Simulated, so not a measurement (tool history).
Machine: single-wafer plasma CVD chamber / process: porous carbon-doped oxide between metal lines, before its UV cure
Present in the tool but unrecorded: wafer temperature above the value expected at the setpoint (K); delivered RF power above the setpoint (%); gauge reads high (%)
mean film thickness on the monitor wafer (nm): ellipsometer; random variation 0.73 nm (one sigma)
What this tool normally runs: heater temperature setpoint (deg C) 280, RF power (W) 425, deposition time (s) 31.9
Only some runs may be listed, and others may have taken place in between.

run,hour,heater temperature setpoint (deg C),RF power (W),deposition time (s),wafers since the last listed run,hours since the last thermocouple change,hours since the last RF generator calibration,hours since the showerhead was replaced,hours since the gauge calibration,"read-back reference wafer on the same gauge, thickness_nm",mean film thickness on the monitor wafer (nm)
1,0,280,425,31.9,0,1499.4,830.5,2914.7,646.5,201.932,169.463
2,49.5,280,425,31.9,923,1548.9,880,2964.2,696,201.893,168.464
3,97.3,290,425,31.9,891,1596.7,927.8,3012,743.8,201.763,160.831
4,155.3,280,425,31.9,1081,1654.7,985.8,3070,801.8,201.897,170.547
# hour 200.1: thermocouple changed; heater temperature recalibrated
5,224.6,280,425,31.9,1143,24.5,1055.1,3139.3,871.1,202.239,174.947
# hour 296.4: showerhead replaced, of another model than before
6,351.4,280,425,31.9,2215,151.3,1181.9,55,997.9,201.993,173.256
# hour 373.2: RF generator calibrated
7,395.9,284,425,36.4,680,195.8,22.7,99.5,1042.4,201.962,191.806
8,424,284,425,36.4,524,223.9,50.8,127.6,1070.5,201.906,192.719
9,455,280,490,33.6,578,254.9,81.8,158.6,1101.5,202.07,199.441
10,489.6,280,490,33.6,645,289.5,116.4,193.2,1136.1,201.834,199.786
11,515.3,280,490,33.6,479,315.2,142.1,218.9,1161.8,202.149,199.237
12,545.9,280,425,27.3,570,345.8,172.7,249.5,1192.4,201.917,148.649
13,583.6,286,425,34,703,383.5,210.4,287.2,1230.1,201.95,176.824
14,739.6,293,395,33.6,2909,539.5,366.4,443.2,1386.1,201.881,159.117
15,783.6,286,425,31.9,820,583.5,410.4,487.2,1430.1,202.079,167.304
16,845.7,280,425,31.9,1158,645.6,472.5,549.3,1492.2,202.197,170.816
# hour 889: gauge calibrated
17,911.4,274,390,29.5,1225,711.3,538.2,615,22.4,201.744,153.687
18,979.5,270,505,37.3,1270,779.4,606.3,683.1,90.5,202.013,235.726
19,1044.3,276,380,31.9,1208,844.2,671.1,747.9,155.3,202.242,162.366
20,1111.4,268,455,28.5,1251,911.3,738.2,815,222.4,201.981,171.429
21,1175.9,280,425,31.9,1203,975.8,802.7,879.5,286.9,201.972,170.745
22,1236.6,288,380,29.8,1132,1036.5,863.4,940.2,347.6,201.911,141.16
23,1290.3,292,470,31.9,1001,1090.2,917.1,993.9,401.3,202.048,170.592
24,1347.2,280,375,31.9,1061,1147.1,974,1050.8,458.2,202.015,157.323
25,1396.5,280,425,31.9,919,1196.4,1023.3,1100.1,507.5,202.177,170.974
26,1438.8,284,425,36.4,788,1238.7,1065.6,1142.4,549.8,202.099,189.349
27,1476.1,280,425,38.2,695,1276,1102.9,1179.7,587.1,201.891,203.522
# hour 1540.7: RF generator calibrated
28,1545.4,280,425,35.5,1143,1345.3,4.7,1249,656.4,201.814,188.565
29,1612,280,425,31.9,1242,1411.9,71.3,1315.6,723,202.003,169.956
30,1638.3,286,390,31.9,490,1438.2,97.6,1341.9,749.3,202.024,155.38
31,1677.9,280,425,27.3,738,1477.8,137.2,1381.5,788.9,201.933,146.007
32,1708.1,290,380,30,563,1508,167.4,1411.7,819.1,202.071,141.259
33,1738.4,286,345,26.9,565,1538.3,197.7,1442,849.4,202.023,120.404

Some steps in mean film thickness on the monitor wafer (nm) between neighbouring runs. How much of each would the tool show without its hidden state too (settings, what came in, random variation), and how much is left for the hidden state, with any gauge scatter that isn't in both results?
Run 4 -> 5: thermocouple changed; heater temperature recalibrated. mean film thickness on the monitor wafer (nm) +4.4: hidden state +4.536, all else -0.136.
Run 11 -> 12: RF power (W) 490 -> 425, deposition time (s) 33.6 -> 27.3. mean film thickness on the monitor wafer (nm) -50.588: hidden state +0.416, all else -51.004.
Run 17 -> 18: heater temperature setpoint (deg C) 274 -> 270, RF power (W) 390 -> 505, deposition time (s) 29.5 -> 37.3. mean film thickness on the monitor wafer (nm) +82.039: hidden state -1.916, all else +83.955.
Run 18 -> 19: heater temperature setpoint (deg C) 270 -> 276, RF power (W) 505 -> 380, deposition time (s) 37.3 -> 31.9. mean film thickness on the monitor wafer (nm) -73.36: hidden state +1.46, all else -74.82.
